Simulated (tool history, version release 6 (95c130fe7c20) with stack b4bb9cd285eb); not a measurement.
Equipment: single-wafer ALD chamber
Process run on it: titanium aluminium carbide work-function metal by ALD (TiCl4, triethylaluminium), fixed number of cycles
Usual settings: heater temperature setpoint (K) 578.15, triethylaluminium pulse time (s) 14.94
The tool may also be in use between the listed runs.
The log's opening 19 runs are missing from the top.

run	day	heater temperature setpoint (K)	triethylaluminium pulse time (s)	read-back reference wafer on the same gauge, thickness_nm	mean film thickness on the monitor wafer (nm)
# day 61.233: triethylaluminium bottle replaced
20	63.404	583.15	11.66	2.269	2.253
21	65.525	585.15	19.98	2.269	2.297
22	68.271	585.15	10.67	2.272	2.271
23	69.938	566.15	10.40	2.269	2.075
24	81.008	578.15	16.93	2.269	2.220
# day 81.125: gauge calibrated
25	85.283	578.15	14.94	2.271	2.222
26	93.558	578.15	14.94	2.269	2.220
27	95.950	578.15	9.77	2.270	2.170
28	98.258	578.15	14.94	2.269	2.226
29	102.138	578.15	14.94	2.269	2.217
# day 103.875: triethylaluminium bottle replaced
30	104.017	569.15	9.46	2.271	2.100
31	110.542	569.15	10.51	2.270	2.114
32	114.512	572.15	12.87	2.270	2.162
# day 116.804: thermocouple changed; heater temperature recalibrated
33	118.129	584.15	18.37	2.270	2.278
34	122.467	586.15	10.29	2.270	2.257

Branching from run 34: 3 alternative next runs. What would each branch give?
A	122.483	578.15	14.94	?	?
B	122.483	564.15	19.79	?	?
C	122.483	563.15	20.68	?	?

run	read-back reference wafer on the same gauge, thickness_nm	mean film thickness on the monitor wafer (nm)
A	2.271	2.213
B	2.271	2.091
C	2.271	2.082
Without the tool's hidden state the same runs would have given:
run	mean film thickness on the monitor wafer (nm)
A	2.213
B	2.091
C	2.082
